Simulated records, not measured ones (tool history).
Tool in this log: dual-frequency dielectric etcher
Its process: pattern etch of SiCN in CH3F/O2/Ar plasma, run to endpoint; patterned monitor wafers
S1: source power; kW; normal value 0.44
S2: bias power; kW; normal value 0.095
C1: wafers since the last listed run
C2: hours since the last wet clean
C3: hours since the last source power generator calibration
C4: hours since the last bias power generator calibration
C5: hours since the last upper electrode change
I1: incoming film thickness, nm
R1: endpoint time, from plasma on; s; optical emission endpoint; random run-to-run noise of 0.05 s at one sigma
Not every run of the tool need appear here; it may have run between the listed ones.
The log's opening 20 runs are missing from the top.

run,hour,S1,S2,C1,C2,C3,C4,C5,I1,R1
21,1201.5,0.47,0.11,549,152.5,386,3057.8,213.6,7.41,15.2
# hour 1242: bias power generator calibrated
22,1246,0.44,0.095,358,197,430.5,4,258.1,7.47,16.6
23,1298.8,0.4,0.112,467,249.8,483.3,56.8,310.9,7.43,16.4
24,1354.9,0.44,0.095,497,305.9,539.4,112.9,367,7.39,16.6
25,1393.2,0.44,0.095,339,344.2,577.7,151.2,405.3,7.29,16.3
26,1462.3,0.44,0.095,612,413.3,646.8,220.3,474.4,7.4,16.5
# hour 1519.7: wet clean of the chamber
27,1520.2,0.53,0.076,300,0.5,704.7,278.2,532.3,7.44,16.4
28,1532.9,0.47,0.087,112,13.2,717.4,290.9,545,7.43,16.6
29,1594.7,0.41,0.082,547,75,779.2,352.7,606.8,7.42,18
30,1657.7,0.54,0.082,558,138,842.2,415.7,669.8,7.4,15.9
31,1702.9,0.44,0.095,400,183.2,887.4,460.9,715,7.49,16.8
32,1772,0.33,0.116,612,252.3,956.5,530,784.1,7.34,17.3
33,1843.6,0.39,0.118,634,323.9,1028.1,601.6,855.7,7.42,16.2
34,1870.7,0.44,0.095,240,351,1055.2,628.7,882.8,7.35,16.4
35,1969.9,0.44,0.095,879,450.2,1154.4,727.9,982,7.43,16.7
36,2008.6,0.53,0.071,342,488.9,1193.1,766.6,1020.7,7.38,16.7

3 ways to go on from here, each from the tool as it stands after run 36. What would each give?
A,2009,0.44,0.08,3,489.3,1193.5,767,1021.1,7.38,?
B,2009,0.35,0.089,3,489.3,1193.5,767,1021.1,7.38,?
C,2009,0.35,0.075,3,489.3,1193.5,767,1021.1,7.38,?

run,R1
A,17.4
B,18.6
C,19.6
The same runs, with their run-to-run variation unchanged, on a tool lacking any hidden condition would have given:
run,R1
A,17.4
B,18.6
C,19.7
